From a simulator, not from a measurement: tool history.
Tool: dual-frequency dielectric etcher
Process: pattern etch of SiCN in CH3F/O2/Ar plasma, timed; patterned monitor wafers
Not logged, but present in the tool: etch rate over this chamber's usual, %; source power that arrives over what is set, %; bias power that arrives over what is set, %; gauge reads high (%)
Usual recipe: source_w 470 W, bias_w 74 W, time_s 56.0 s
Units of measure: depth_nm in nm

run	hour	source_w	bias_w	time_s	wafers since the last listed run	hours since the last wet clean	hours since the last source power generator calibration	hours since the last bias power generator calibration	hours since the last upper electrode change	hours since the gauge calibration	read-back reference wafer on the same gauge, depth_nm	depth_nm
1	0.0	510	74	56.0	0	144.9	4352.0	1864.3	4666.0	146.0	19.02	22.40
2	16.6	470	74	56.0	154	161.5	4368.6	1880.9	4682.6	162.6	18.99	21.44
# hour 40.9: bias power generator calibrated
# hour 46.6: upper electrode replaced
3	47.1	470	74	56.0	193	192.0	4399.1	6.2	0.5	193.1	18.98	21.86
4	47.4	470	74	56.0	2	192.3	4399.4	6.5	0.8	193.4	18.98	21.20
5	58.6	470	80	56.0	104	203.5	4410.6	17.7	12.0	204.6	19.02	22.54
6	76.1	410	74	43.5	162	221.0	4428.1	35.2	29.5	222.1	19.00	15.61
7	87.6	510	63	50.0	106	232.5	4439.6	46.7	41.0	233.6	18.99	18.30
8	99.5	530	74	67.0	110	244.4	4451.5	58.6	52.9	245.5	19.00	27.21
9	110.2	410	74	56.0	99	255.1	4462.2	69.3	63.6	256.2	18.99	20.23
10	116.8	470	74	56.0	61	261.7	4468.8	75.9	70.2	262.8	19.00	21.33
11	130.0	470	64	56.0	122	274.9	4482.0	89.1	83.4	276.0	18.98	19.86
# hour 140.8: source power generator calibrated
12	147.7	470	74	69.5	127	292.6	6.9	106.8	101.1	293.7	18.99	26.53
# hour 156.6: gauge calibrated
13	162.4	470	84	56.0	136	307.3	21.6	121.5	115.8	5.8	19.01	22.86
14	174.4	470	74	56.0	111	319.3	33.6	133.5	127.8	17.8	18.98	21.61
15	186.6	470	82	56.0	113	331.5	45.8	145.7	140.0	30.0	19.01	22.82
16	195.1	470	80	56.0	79	340.0	54.3	154.2	148.5	38.5	19.00	22.47
# hour 221.2: wet clean of the chamber
17	221.7	430	74	62.5	24	0.5	80.9	180.8	175.1	65.1	19.02	22.98
18	223.5	380	62	51.5	16	2.3	82.7	182.6	176.9	66.9	19.01	16.28
19	234.2	370	69	72.5	99	13.0	93.4	193.3	187.6	77.6	19.01	23.82
20	247.0	520	68	39.5	119	25.8	106.2	206.1	200.4	90.4	18.98	15.24
21	261.5	370	65	69.5	134	40.3	120.7	220.6	214.9	104.9	18.99	21.91
22	271.5	390	63	56.0	92	50.3	130.7	230.6	224.9	114.9	18.99	18.06
23	288.1	570	74	56.0	154	66.9	147.3	247.2	241.5	131.5	19.00	23.17
24	301.8	360	88	41.0	127	80.6	161.0	260.9	255.2	145.2	19.02	15.29
25	313.3	470	74	73.0	106	92.1	172.5	272.4	266.7	156.7	18.99	28.40
26	328.0	470	74	56.0	136	106.8	187.2	287.1	281.4	171.4	18.98	21.36
27	345.3	400	68	47.5	160	124.1	204.5	304.4	298.7	188.7	18.98	16.08
28	354.3	390	63	56.0	83	133.1	213.5	313.4	307.7	197.7	19.01	18.04
29	370.1	570	74	63.5	146	148.9	229.3	329.2	323.5	213.5	19.01	26.55

Predict each of these 5 candidate next runs independently; none follows another, all start after run 29:
A	370.5	470	74	56.0	3	149.3	229.7	329.6	323.9	213.9	?	?
B	370.5	470	74	45.0	3	149.3	229.7	329.6	323.9	213.9	?	?
C	370.5	510	69	39.0	3	149.3	229.7	329.6	323.9	213.9	?	?
D	370.5	570	74	51.0	3	149.3	229.7	329.6	323.9	213.9	?	?
E	370.5	510	74	64.5	3	149.3	229.7	329.6	323.9	213.9	?	?

run	read-back reference wafer on the same gauge, depth_nm	depth_nm
A	18.98	21.41
B	18.98	17.20
C	18.98	14.89
D	18.98	21.30
E	18.98	25.61
Stripped of hidden state, with their random variation kept, the same runs would have yielded:
run	depth_nm
A	21.41
B	17.20
C	14.89
D	21.30
E	25.61
